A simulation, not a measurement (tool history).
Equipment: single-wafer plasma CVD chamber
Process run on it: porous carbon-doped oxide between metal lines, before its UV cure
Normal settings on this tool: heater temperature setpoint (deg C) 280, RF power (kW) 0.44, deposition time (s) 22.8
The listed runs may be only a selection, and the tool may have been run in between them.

run   hour  heater temperature setpoint (deg C)  RF power (kW)  deposition time (s)  read-back reference wafer on the same gauge, thickness_nm  mean film thickness on the monitor wafer (Å)
  1      0                                  280           0.44                 24.8                                                    127.992                                       1312.11
  2   33.6                                  280           0.44                 22.8                                                    127.993                                       1210.27
  3   60.8                                  280           0.44                 22.8                                                    128.102                                       1209.64
  4   77.2                                  280           0.44                 22.8                                                     128.11                                       1214.92
  5   92.1                                  280           0.44                 22.8                                                    128.022                                       1209.36
  6  111.2                                  280           0.44                 22.8                                                    127.954                                       1213.27
     125.3  -- gauge calibrated
  7  142.5                                  280           0.44                 22.8                                                    127.975                                       1210.88
  8  191.9                                  280           0.44                 22.8                                                    128.031                                       1209.22
  9    226                                  280           0.44                 22.8                                                    127.879                                       1212.26
 10  240.1                                  280           0.44                 22.8                                                    128.037                                       1209.78
 11  260.6                                  280           0.44                 22.8                                                    127.821                                       1210.74
 12  296.1                                  280           0.44                 22.8                                                    128.106                                       1215.09
 13  329.2                                  280           0.44                 22.8                                                    128.104                                       1218.44
 14  343.5                                  280          0.505                 22.8                                                    128.056                                       1364.49
     351.7  -- thermocouple changed; heater temperature recalibrated
 15  361.1                                  274           0.44                 22.8                                                    127.986                                       1276.02
 16  392.3                                  294           0.44                 25.7                                                      127.9                                       1276.91
     422.2  -- RF generator calibrated
 17  422.7                                  268           0.44                 25.3                                                    127.996                                       1458.39
     431.1  -- showerhead replaced
 18  435.4                                  280           0.44                 20.9                                                    128.134                                       1133.82
 19  464.2                                  266          0.495                 25.6                                                    128.208                                       1660.13
 20  477.6                                  280           0.44                 20.9                                                    128.043                                       1140.45
 21  511.1                                  289          0.355                   27                                                    128.044                                       1107.95
 22  527.2                                  272           0.44                 22.8                                                    127.936                                       1290.46
 23  556.5                                  292          0.485                 19.5                                                    127.912                                       1083.47
     565.9  -- thermocouple changed; heater temperature recalibrated, repeated, since the last time left the tool worse
 24  569.3                                  280           0.44                 22.8                                                    128.001                                       1189.87
 25  594.2                                  280          0.395                 19.9                                                    128.053                                        939.45
 26  612.7                                  287           0.44                 20.3                                                    128.142                                       1016.19
 27  632.7                                  280           0.44                 19.5                                                    127.957                                       1019.97
 28  661.3                                  280           0.44                 22.8                                                      128.1                                       1185.65
 29  679.4                                  270           0.39                 22.8                                                    128.045                                       1117.39
 30  692.8                                  285           0.44                 22.8                                                    127.985                                       1158.07
 31  705.4                                  280           0.44                 22.8                                                    128.112                                       1186.13
 32  730.2                                  272          0.525                 27.2                                                    127.914                                       1722.46
 33  764.7                                  286           0.44                 26.4                                                    128.039                                       1327.76

Branching from run 33: 5 alternative next runs. What would each branch give?
  A  765.1                                  280           0.44                 22.8                                                          ?                                             ?
  B  765.1                                  272           0.44                 25.8                                                          ?                                             ?
  C  765.1                                  275           0.44                 22.8                                                          ?                                             ?
  D  765.1                                  280          0.415                 18.9                                                          ?                                             ?
  E  765.1                                  268           0.44                 20.7                                                          ?                                             ?

run  read-back reference wafer on the same gauge, thickness_nm  mean film thickness on the monitor wafer (Å)
  A                                                    127.963                                        1189.2
  B                                                    127.963                                       1402.81
  C                                                    127.963                                       1223.46
  D                                                    127.963                                        937.08
  E                                                    127.963                                        1160.6
Stripped of hidden state, with their random variation kept, the same runs would have yielded:
run  mean film thickness on the monitor wafer (Å)
  A                                       1178.85
  B                                       1390.28
  C                                       1212.64
  D                                        928.93
  E                                       1150.08
